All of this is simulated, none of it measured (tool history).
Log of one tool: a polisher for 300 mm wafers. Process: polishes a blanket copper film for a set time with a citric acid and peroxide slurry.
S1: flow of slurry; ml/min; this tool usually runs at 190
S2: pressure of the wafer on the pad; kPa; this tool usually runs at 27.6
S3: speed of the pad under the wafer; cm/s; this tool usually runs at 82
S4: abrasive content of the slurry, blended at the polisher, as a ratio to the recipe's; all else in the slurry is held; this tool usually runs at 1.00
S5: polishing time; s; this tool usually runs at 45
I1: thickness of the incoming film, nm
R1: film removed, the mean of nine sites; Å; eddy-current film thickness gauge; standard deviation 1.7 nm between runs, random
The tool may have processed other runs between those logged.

| run | hour | S1 | S2 | S3 | S4 | S5 | I1 | R1 |
|---|---|---|---|---|---|---|---|---|
| 1 | 0.0 | 215 | 27.6 | 82 | 1.00 | 45 | 1287.1 | 1085 |
|  | 36.8 | slurry blender recalibrated |
|  | 57.7 | slurry nozzle cleaned |
| 2 | 77.3 | 160 | 27.6 | 76 | 1.00 | 45 | 1263.2 | 1004 |
| 3 | 170.9 | 190 | 27.6 | 82 | 1.00 | 35 | 1268.3 | 807 |
|  | 394.3 | head pressure recalibrated |
|  | 418.9 | worn pad replaced by a new one |
| 4 | 479.0 | 190 | 27.6 | 82 | 1.00 | 45 | 1269.5 | 1120 |
| 5 | 526.5 | 190 | 27.6 | 82 | 1.00 | 45 | 1293.5 | 1107 |
|  | 542.3 | slurry blender recalibrated |
| 6 | 631.1 | 190 | 27.6 | 82 | 1.00 | 45 | 1264.3 | 1100 |
| 7 | 677.5 | 190 | 27.6 | 82 | 1.00 | 45 | 1292.7 | 1098 |
| 8 | 742.5 | 190 | 27.6 | 82 | 1.00 | 45 | 1256.5 | 1079 |
| 9 | 784.9 | 190 | 27.6 | 82 | 1.00 | 45 | 1294.1 | 1083 |
| 10 | 875.6 | 190 | 27.6 | 82 | 1.20 | 39 | 1303.3 | 906 |
|  | 945.4 | slurry nozzle cleaned |
| 11 | 962.2 | 190 | 27.6 | 82 | 1.20 | 39 | 1291.9 | 906 |
|  | 1023.2 | head pressure recalibrated |
|  | 1032.4 | worn pad replaced by a new one |
|  | 1047.9 | slurry blender recalibrated |
| 12 | 1051.8 | 140 | 27.6 | 82 | 1.20 | 45 | 1263.2 | 1156 |
| 13 | 1145.0 | 160 | 27.6 | 76 | 1.00 | 45 | 1278.1 | 1074 |
| 14 | 1229.9 | 160 | 30.3 | 56 | 0.75 | 45 | 1276.0 | 931 |
| 15 | 1293.9 | 190 | 27.6 | 82 | 1.00 | 37 | 1280.6 | 907 |
| 16 | 1377.1 | 190 | 19.3 | 90 | 1.00 | 45 | 1289.1 | 816 |
|  | 1508.7 | worn pad replaced by a new one |
| 17 | 1523.1 | 190 | 27.6 | 94 | 1.00 | 45 | 1269.3 | 1142 |
| 18 | 1591.8 | 190 | 27.6 | 82 | 1.00 | 45 | 1285.1 | 1048 |
|  | 1624.8 | slurry blender recalibrated |
| 19 | 1645.1 | 190 | 27.6 | 82 | 1.00 | 40 | 1274.7 | 944 |
|  | 1699.8 | head pressure recalibrated |
|  | 1737.5 | slurry nozzle cleaned |
| 20 | 1746.3 | 190 | 27.6 | 82 | 0.70 | 45 | 1282.4 | 1129 |
| 21 | 1782.4 | 140 | 27.6 | 82 | 1.00 | 45 | 1265.9 | 1067 |
| 22 | 1840.6 | 190 | 27.6 | 82 | 1.00 | 50 | 1293.1 | 1213 |
| 23 | 1907.1 | 190 | 18.6 | 90 | 1.10 | 45 | 1289.0 | 827 |
| 24 | 1956.1 | 190 | 27.6 | 82 | 1.00 | 45 | 1263.3 | 1110 |
| 25 | 1997.6 | 190 | 27.6 | 82 | 1.00 | 45 | 1267.7 | 1110 |
|  | 2029.9 | worn pad replaced by a new one |
| 26 | 2062.3 | 190 | 27.6 | 90 | 1.00 | 52 | 1281.0 | 1294 |
| 27 | 2133.6 | 190 | 31.0 | 74 | 1.20 | 41 | 1290.0 | 1020 |
| 28 | 2217.2 | 230 | 35.9 | 82 | 0.85 | 45 | 1281.2 | 1304 |
|  | 2241.0 | slurry blender recalibrated |
| 29 | 2262.6 | 190 | 27.6 | 82 | 1.00 | 45 | 1269.5 | 1053 |

Measured result minus the same run's result without the hidden state. Both carry the same run-to-run variation, though not necessarily the same gauge scatter:
Hidden conditions of the tool in this case: removal rate lost through wear of the pad, %; slurry flow missing at the pad, %; deviation of the head's pressure from its setpoint, %; abrasive missing from the slurry, %.
| run | R1 |
|---|---|
| 1 | -136 |
| 2 | -105 |
| 3 | -115 |
| 4 | -87 |
| 5 | -97 |
| 6 | -75 |
| 7 | -92 |
| 8 | -112 |
| 9 | -125 |
| 10 | -126 |
| 11 | -146 |
| 12 | -15 |
| 13 | -50 |
| 14 | -68 |
| 15 | -82 |
| 16 | -91 |
| 17 | -167 |
| 18 | -168 |
| 19 | -111 |
| 20 | -44 |
| 21 | -53 |
| 22 | -81 |
| 23 | -69 |
| 24 | -105 |
| 25 | -116 |
| 26 | -154 |
| 27 | -138 |
| 28 | -199 |
| 29 | -124 |
